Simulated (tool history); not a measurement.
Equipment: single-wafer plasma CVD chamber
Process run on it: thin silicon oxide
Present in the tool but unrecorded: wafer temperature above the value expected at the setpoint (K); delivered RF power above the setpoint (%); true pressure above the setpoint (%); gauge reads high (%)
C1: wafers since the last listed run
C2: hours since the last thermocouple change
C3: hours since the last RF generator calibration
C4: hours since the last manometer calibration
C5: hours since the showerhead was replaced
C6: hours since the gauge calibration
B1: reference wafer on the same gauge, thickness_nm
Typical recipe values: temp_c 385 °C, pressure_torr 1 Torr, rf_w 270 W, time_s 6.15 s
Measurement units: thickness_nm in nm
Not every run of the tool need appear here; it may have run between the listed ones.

{"run": 1, "hour": 0.0, "temp_c": 385, "pressure_torr": 1, "rf_w": 270, "time_s": 6.62, "C1": 0, "C2": 1003.9, "C3": 1909.4, "C4": 1408.7, "C5": 2931.1, "C6": 912.4, "B1": 15.003, "thickness_nm": 13.834}
{"run": 2, "hour": 27.0, "temp_c": 385, "pressure_torr": 1, "rf_w": 270, "time_s": 6.15, "C1": 813, "C2": 1030.9, "C3": 1936.4, "C4": 1435.7, "C5": 2958.1, "C6": 939.4, "B1": 15.002, "thickness_nm": 12.843}
{"run": 3, "hour": 55.9, "temp_c": 385, "pressure_torr": 1, "rf_w": 270, "time_s": 6.15, "C1": 870, "C2": 1059.8, "C3": 1965.3, "C4": 1464.6, "C5": 2987, "C6": 968.3, "B1": 14.994, "thickness_nm": 12.84}
{"run": 4, "hour": 91.6, "temp_c": 385, "pressure_torr": 1, "rf_w": 270, "time_s": 6.15, "C1": 1075, "C2": 1095.5, "C3": 2001, "C4": 1500.3, "C5": 3022.7, "C6": 1004, "B1": 14.994, "thickness_nm": 12.846}
{"hour": 95.8, "done": "gauge calibrated"}
{"run": 5, "hour": 125.3, "temp_c": 385, "pressure_torr": 1, "rf_w": 270, "time_s": 6.59, "C1": 1015, "C2": 1129.2, "C3": 2034.7, "C4": 1534, "C5": 3056.4, "C6": 29.5, "B1": 15.004, "thickness_nm": 13.752}
{"run": 6, "hour": 156.2, "temp_c": 385, "pressure_torr": 1, "rf_w": 270, "time_s": 6.59, "C1": 930, "C2": 1160.1, "C3": 2065.6, "C4": 1564.9, "C5": 3087.3, "C6": 60.4, "B1": 15, "thickness_nm": 13.803}
{"run": 7, "hour": 177.6, "temp_c": 385, "pressure_torr": 1, "rf_w": 270, "time_s": 6.59, "C1": 644, "C2": 1181.5, "C3": 2087, "C4": 1586.3, "C5": 3108.7, "C6": 81.8, "B1": 15.009, "thickness_nm": 13.82}
{"run": 8, "hour": 203.2, "temp_c": 385, "pressure_torr": 1, "rf_w": 270, "time_s": 6.15, "C1": 771, "C2": 1207.1, "C3": 2112.6, "C4": 1611.9, "C5": 3134.3, "C6": 107.4, "B1": 15.004, "thickness_nm": 12.815}
{"run": 9, "hour": 225.1, "temp_c": 385, "pressure_torr": 1.09, "rf_w": 285, "time_s": 6.15, "C1": 659, "C2": 1229, "C3": 2134.5, "C4": 1633.8, "C5": 3156.2, "C6": 129.3, "B1": 14.996, "thickness_nm": 13.821}
{"run": 10, "hour": 251.1, "temp_c": 385, "pressure_torr": 1, "rf_w": 225, "time_s": 6.78, "C1": 783, "C2": 1255, "C3": 2160.5, "C4": 1659.8, "C5": 3182.2, "C6": 155.3, "B1": 14.999, "thickness_nm": 13.429}
{"run": 11, "hour": 282.7, "temp_c": 385, "pressure_torr": 0.81, "rf_w": 320, "time_s": 6.52, "C1": 951, "C2": 1286.6, "C3": 2192.1, "C4": 1691.4, "C5": 3213.8, "C6": 186.9, "B1": 15.003, "thickness_nm": 12.254}
{"hour": 302.6, "done": "RF generator calibrated"}
{"run": 12, "hour": 303.9, "temp_c": 385, "pressure_torr": 1, "rf_w": 270, "time_s": 6.15, "C1": 397, "C2": 1307.8, "C3": 1.3, "C4": 1712.6, "C5": 3235, "C6": 208.1, "B1": 14.994, "thickness_nm": 13.191}
{"hour": 334.2, "done": "showerhead replaced"}
{"run": 13, "hour": 334.7, "temp_c": 389, "pressure_torr": 1, "rf_w": 240, "time_s": 6.15, "C1": 686, "C2": 1338.6, "C3": 32.1, "C4": 1743.4, "C5": 0.5, "C6": 238.9, "B1": 15.003, "thickness_nm": 12.741}
{"run": 14, "hour": 342.5, "temp_c": 373, "pressure_torr": 1.2, "rf_w": 270, "time_s": 5.26, "C1": 234, "C2": 1346.4, "C3": 39.9, "C4": 1751.2, "C5": 8.3, "C6": 246.7, "B1": 14.998, "thickness_nm": 12.655}
{"hour": 351.1, "done": "capacitance manometer re-zeroed and calibrated"}
{"run": 15, "hour": 372.3, "temp_c": 374, "pressure_torr": 1, "rf_w": 250, "time_s": 6.15, "C1": 656, "C2": 1376.2, "C3": 69.7, "C4": 21.2, "C5": 38.1, "C6": 276.5, "B1": 15, "thickness_nm": 12.613}
{"run": 16, "hour": 402.1, "temp_c": 374, "pressure_torr": 1, "rf_w": 270, "time_s": 6.15, "C1": 897, "C2": 1406, "C3": 99.5, "C4": 51, "C5": 67.9, "C6": 306.3, "B1": 15.005, "thickness_nm": 12.96}
{"run": 17, "hour": 472.4, "temp_c": 385, "pressure_torr": 1, "rf_w": 270, "time_s": 6.59, "C1": 2117, "C2": 1476.3, "C3": 169.8, "C4": 121.3, "C5": 138.2, "C6": 376.6, "B1": 15, "thickness_nm": 13.767}
{"hour": 500.4, "done": "thermocouple changed; heater temperature recalibrated"}
{"run": 18, "hour": 500.9, "temp_c": 385, "pressure_torr": 1, "rf_w": 240, "time_s": 6.15, "C1": 617, "C2": 0.5, "C3": 198.3, "C4": 149.8, "C5": 166.7, "C6": 405.1, "B1": 15.008, "thickness_nm": 12.457}
{"run": 19, "hour": 517.3, "temp_c": 385, "pressure_torr": 1, "rf_w": 270, "time_s": 6.15, "C1": 494, "C2": 16.9, "C3": 214.7, "C4": 166.2, "C5": 183.1, "C6": 421.5, "B1": 14.995, "thickness_nm": 12.836}
{"run": 20, "hour": 549.0, "temp_c": 380, "pressure_torr": 0.81, "rf_w": 245, "time_s": 5.23, "C1": 954, "C2": 48.6, "C3": 246.4, "C4": 197.9, "C5": 214.8, "C6": 453.2, "B1": 14.996, "thickness_nm": 9.131}
{"run": 21, "hour": 617.9, "temp_c": 385, "pressure_torr": 1, "rf_w": 270, "time_s": 6.15, "C1": 2075, "C2": 117.5, "C3": 315.3, "C4": 266.8, "C5": 283.7, "C6": 522.1, "B1": 15.007, "thickness_nm": 12.869}
{"run": 22, "hour": 635.5, "temp_c": 385, "pressure_torr": 1, "rf_w": 270, "time_s": 7.02, "C1": 530, "C2": 135.1, "C3": 332.9, "C4": 284.4, "C5": 301.3, "C6": 539.7, "B1": 14.998, "thickness_nm": 14.68}
{"run": 23, "hour": 662.3, "temp_c": 385, "pressure_torr": 1, "rf_w": 270, "time_s": 6.15, "C1": 807, "C2": 161.9, "C3": 359.7, "C4": 311.2, "C5": 328.1, "C6": 566.5, "B1": 15.009, "thickness_nm": 12.908}

Run 24 has not been measured yet. What should we expect?
{"run": 24, "hour": 681.5, "temp_c": 385, "pressure_torr": 1.11, "rf_w": 270, "time_s": 4.94, "C1": 578, "C2": 181.1, "C3": 378.9, "C4": 330.4, "C5": 347.3, "C6": 585.7, "B1": "?", "thickness_nm": "?"}

Logged for run 24: B1 15, thickness_nm 11.033 nm.
With the hidden condition absent and the run-to-run variation left alone, this run would have shown thickness_nm 11.02 nm.

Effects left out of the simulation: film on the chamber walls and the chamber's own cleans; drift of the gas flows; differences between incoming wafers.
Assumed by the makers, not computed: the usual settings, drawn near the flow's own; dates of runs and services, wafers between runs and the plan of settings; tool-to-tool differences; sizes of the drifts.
